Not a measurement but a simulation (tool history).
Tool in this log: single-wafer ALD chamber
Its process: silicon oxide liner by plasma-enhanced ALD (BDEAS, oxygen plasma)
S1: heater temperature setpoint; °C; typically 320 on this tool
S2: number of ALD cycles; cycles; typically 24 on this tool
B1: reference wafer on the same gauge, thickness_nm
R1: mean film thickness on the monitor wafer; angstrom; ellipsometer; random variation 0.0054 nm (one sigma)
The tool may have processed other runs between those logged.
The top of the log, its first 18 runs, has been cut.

-- day=53.383 gauge calibrated
run 19 day=53.75 | S1=311 S2=22 | B1=1.88 | R1=19.95
run 20 day=57.579 | S1=320 S2=22 | B1=1.88 | R1=19.68
run 21 day=61.021 | S1=320 S2=24 | B1=1.88 | R1=21.56
-- day=62.125 thermocouple changed; heater temperature recalibrated
run 22 day=64.121 | S1=330 S2=26 | B1=1.881 | R1=22.85
run 23 day=67.946 | S1=320 S2=20 | B1=1.88 | R1=17.88
run 24 day=69.771 | S1=320 S2=21 | B1=1.881 | R1=18.82
run 25 day=71.879 | S1=334 S2=26 | B1=1.88 | R1=22.86
run 26 day=75.075 | S1=307 S2=21 | B1=1.88 | R1=19.13
run 27 day=77.504 | S1=320 S2=24 | B1=1.881 | R1=21.5
run 28 day=80.554 | S1=320 S2=19 | B1=1.88 | R1=17
run 29 day=84.704 | S1=320 S2=24 | B1=1.879 | R1=21.46

Expected results for the next run?
run 30 day=88.838 | S1=326 S2=24 | B1=? | R1=?

B1: 1.88
R1: 21.36 angstrom
With the hidden condition absent and the run-to-run variation left alone, this run would have shown R1 21.36 angstrom.

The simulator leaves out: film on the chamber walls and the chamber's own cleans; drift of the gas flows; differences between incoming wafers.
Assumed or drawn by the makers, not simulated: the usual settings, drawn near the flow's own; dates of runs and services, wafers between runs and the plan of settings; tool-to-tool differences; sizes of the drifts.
